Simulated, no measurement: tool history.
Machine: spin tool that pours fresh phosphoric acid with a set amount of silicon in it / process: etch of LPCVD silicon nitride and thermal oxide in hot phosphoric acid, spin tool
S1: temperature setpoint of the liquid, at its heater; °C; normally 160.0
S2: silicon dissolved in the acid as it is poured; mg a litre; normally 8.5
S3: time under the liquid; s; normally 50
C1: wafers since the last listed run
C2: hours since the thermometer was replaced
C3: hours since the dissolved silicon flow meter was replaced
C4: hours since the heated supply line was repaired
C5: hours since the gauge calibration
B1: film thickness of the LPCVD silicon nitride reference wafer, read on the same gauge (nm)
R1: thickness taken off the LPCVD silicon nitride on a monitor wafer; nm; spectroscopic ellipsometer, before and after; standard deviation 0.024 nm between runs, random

run   hour     S1    S2  S3   C1     C2     C3      C4     C5       B1     R1
  1    0.0  160.0   8.5  50    0  208.4  183.1  2998.7   27.7  109.986  3.526
  2   27.6  160.0  14.0  30  520  236.0  210.7  3026.3   55.3  109.994  2.126
  3   43.3  163.0   2.0  65  296  251.7  226.4  3042.0   71.0  110.052  5.146
  4   62.2  160.0   8.5  50  356  270.6  245.3  3060.9   89.9  110.016  3.535
      64.9  -- heated supply line repaired
  5  109.0  159.0   2.5  30  864  317.4  292.1    44.1  136.7  109.971  2.322
  6  128.8  158.5   5.5  60  373  337.2  311.9    63.9  156.5  109.971  4.541
  7  164.1  160.0   8.5  50  666  372.5  347.2    99.2  191.8  109.994  3.979
  8  188.3  160.0   8.5  25  456  396.7  371.4   123.4  216.0  109.999  2.014
  9  214.3  160.0   8.5  50  490  422.7  397.4   149.4  242.0  109.977  4.023
 10  242.0  160.0  15.0  50  522  450.4  425.1   177.1  269.7  110.001  3.986
 11  254.8  160.0   8.5  50  241  463.2  437.9   189.9  282.5  110.005  4.013
 12  289.2  160.0   8.5  50  649  497.6  472.3   224.3  316.9  109.987  3.995
 13  324.7  158.0   8.5  50  670  533.1  507.8   259.8  352.4  110.035  3.722
 14  352.3  160.0   8.5  70  520  560.7  535.4   287.4  380.0  109.946  5.566
 15  383.0  163.0  13.0  65  579  591.4  566.1   318.1  410.7  109.968  5.704
 16  402.4  160.0   8.5  50  366  610.8  585.5   337.5  430.1  110.017  3.963
 17  427.8  160.0   8.5  50  479  636.2  610.9   362.9  455.5  110.022  3.994
 18  459.6  160.0   8.5  50  600  668.0  642.7   394.7  487.3  110.034  3.969
 19  491.0  160.0   4.5  60  592  699.4  674.1   426.1  518.7  109.957  4.721
 20  515.7  160.0   8.5  75  466  724.1  698.8   450.8  543.4  109.975  5.857
 21  534.7  159.0  12.5  80  358  743.1  717.8   469.8  562.4  110.004  6.117
 22  569.0  157.5   8.5  70  647  777.4  752.1   504.1  596.7  109.975  5.053
 23  589.1  160.0   8.5  30  379  797.5  772.2   524.2  616.8  110.016  2.362

3 options for the next run, each taken on its own from the tool as it stands now. Forecast them:
  A  589.5  160.0   8.5  50   7  797.9  772.6  524.6  617.2   ?   ?
  B  589.5  157.5   6.5  20   7  797.9  772.6  524.6  617.2   ?   ?
  C  589.5  163.0  10.5  50   7  797.9  772.6  524.6  617.2   ?   ?

run       B1     R1
  A  109.997  3.933
  B  109.997  1.445
  C  109.997  4.348
With no hidden state in the tool, these same runs would have given:
run     R1
  A  4.032
  B  1.482
  C  4.456
